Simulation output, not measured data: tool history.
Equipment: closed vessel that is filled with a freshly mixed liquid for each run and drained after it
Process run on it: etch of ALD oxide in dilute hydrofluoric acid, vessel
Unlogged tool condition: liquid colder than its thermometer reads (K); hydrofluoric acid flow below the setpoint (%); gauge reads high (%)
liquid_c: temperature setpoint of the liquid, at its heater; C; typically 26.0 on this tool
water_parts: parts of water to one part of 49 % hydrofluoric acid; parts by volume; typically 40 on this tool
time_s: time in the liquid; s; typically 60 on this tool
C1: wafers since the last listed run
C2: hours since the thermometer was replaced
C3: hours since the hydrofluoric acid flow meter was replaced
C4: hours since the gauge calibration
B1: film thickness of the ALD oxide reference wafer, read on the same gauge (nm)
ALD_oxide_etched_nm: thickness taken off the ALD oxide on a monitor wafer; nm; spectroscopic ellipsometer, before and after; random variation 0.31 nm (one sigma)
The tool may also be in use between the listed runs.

Run 1, hour 0.0: usual settings; C1 0; C2 1217.8; C3 1674.3; C4 751.8; B1 145.60. Result: ALD_oxide_etched_nm 48.92 nm.
Run 2, hour 60.2: usual settings; C1 8629; C2 1278.0; C3 1734.5; C4 812.0; B1 145.24. Result: ALD_oxide_etched_nm 47.77 nm.
Run 3, hour 114.5: usual settings; C1 7783; C2 1332.3; C3 1788.8; C4 866.3; B1 144.91. Result: ALD_oxide_etched_nm 48.52 nm.
Run 4, hour 157.5: usual settings but liquid_c 22.0 C; C1 6163; C2 1375.3; C3 1831.8; C4 909.3; B1 144.67. Result: ALD_oxide_etched_nm 40.98 nm.
Run 5, hour 215.3: usual settings but liquid_c 22.0 C; C1 8285; C2 1433.1; C3 1889.6; C4 967.1; B1 144.31. Result: ALD_oxide_etched_nm 40.96 nm.
Run 6, hour 270.1: usual settings but time_s 80 s; C1 7855; C2 1487.9; C3 1944.4; C4 1021.9; B1 143.99. Result: ALD_oxide_etched_nm 63.92 nm.
Run 7, hour 338.0: usual settings but water_parts 45 parts by volume; C1 9732; C2 1555.8; C3 2012.3; C4 1089.8; B1 143.58. Result: ALD_oxide_etched_nm 42.52 nm.
Run 8, hour 378.5: usual settings but water_parts 45 parts by volume; C1 5805; C2 1596.3; C3 2052.8; C4 1130.3; B1 143.34. Result: ALD_oxide_etched_nm 42.37 nm.
Run 9, hour 412.8: usual settings but water_parts 30 parts by volume; C1 4916; C2 1630.6; C3 2087.1; C4 1164.6; B1 143.14. Result: ALD_oxide_etched_nm 64.37 nm.
Run 10, hour 459.8: usual settings but water_parts 50 parts by volume; C1 6737; C2 1677.6; C3 2134.1; C4 1211.6; B1 142.85. Result: ALD_oxide_etched_nm 37.38 nm.
At hour 472.7: thermometer replaced.
Run 11, hour 514.9: usual settings but liquid_c 24.5 C; C1 7754; C2 42.2; C3 2189.2; C4 1266.7; B1 142.54. Result: ALD_oxide_etched_nm 44.01 nm.
Run 12, hour 542.6: usual settings but liquid_c 23.0 C, water_parts 30 parts by volume, time_s 90 s; C1 3970; C2 69.9; C3 2216.9; C4 1294.4; B1 142.38. Result: ALD_oxide_etched_nm 84.97 nm.
Run 13, hour 586.2: usual settings; C1 6249; C2 113.5; C3 2260.5; C4 1338.0; B1 142.10. Result: ALD_oxide_etched_nm 47.44 nm.
At hour 641.8: hydrofluoric acid flow meter replaced.
Run 14, hour 647.1: usual settings but time_s 80 s; C1 8586; C2 174.4; C3 5.3; C4 1398.9; B1 141.71. Result: ALD_oxide_etched_nm 63.20 nm.
At hour 823.8: gauge calibrated.
Run 15, hour 852.3: usual settings but liquid_c 23.5 C; C1 29413; C2 379.6; C3 210.5; C4 28.5; B1 149.27. Result: ALD_oxide_etched_nm 45.16 nm.
Run 16, hour 1008.3: usual settings but water_parts 55 parts by volume, time_s 85 s; C1 22361; C2 535.6; C3 366.5; C4 184.5; B1 148.33. Result: ALD_oxide_etched_nm 50.39 nm.
Run 17, hour 1035.7: usual settings but liquid_c 22.0 C, water_parts 30 parts by volume, time_s 45 s; C1 3927; C2 563.0; C3 393.9; C4 211.9; B1 148.17. Result: ALD_oxide_etched_nm 42.14 nm.
Run 18, hour 1092.7: usual settings; C1 8170; C2 620.0; C3 450.9; C4 268.9; B1 147.86. Result: ALD_oxide_etched_nm 49.13 nm.
Run 19, hour 1118.7: usual settings; C1 3726; C2 646.0; C3 476.9; C4 294.9; B1 147.63. Result: ALD_oxide_etched_nm 49.20 nm.
Run 20, hour 1173.3: usual settings but liquid_c 21.0 C; C1 7826; C2 700.6; C3 531.5; C4 349.5; B1 147.33. Result: ALD_oxide_etched_nm 39.52 nm.
Run 21, hour 1236.2: usual settings but liquid_c 29.5 C, water_parts 45 parts by volume; C1 9016; C2 763.5; C3 594.4; C4 412.4; B1 146.99. Result: ALD_oxide_etched_nm 49.33 nm.

Each row is a separate what-if for the run after 21, all from the same tool condition, not one after another. Results?
Run A, hour 1236.9: usual settings but liquid_c 23.0 C; C1 100; C2 764.2; C3 595.1; C4 413.1; B1 ?. Result: ALD_oxide_etched_nm ?.
Run B, hour 1236.9: usual settings but time_s 90 s; C1 100; C2 764.2; C3 595.1; C4 413.1; B1 ?. Result: ALD_oxide_etched_nm ?.
Run C, hour 1236.9: usual settings but water_parts 25 parts by volume, time_s 40 s; C1 100; C2 764.2; C3 595.1; C4 413.1; B1 ?. Result: ALD_oxide_etched_nm ?.

run      B1  ALD_oxide_etched_nm
  A  146.95                43.49
  B  146.95                73.84
  C  146.95                53.64
Stripped of hidden state, with their random variation kept, the same runs would have yielded:
run  ALD_oxide_etched_nm
  A                44.38
  B                75.36
  C                54.75

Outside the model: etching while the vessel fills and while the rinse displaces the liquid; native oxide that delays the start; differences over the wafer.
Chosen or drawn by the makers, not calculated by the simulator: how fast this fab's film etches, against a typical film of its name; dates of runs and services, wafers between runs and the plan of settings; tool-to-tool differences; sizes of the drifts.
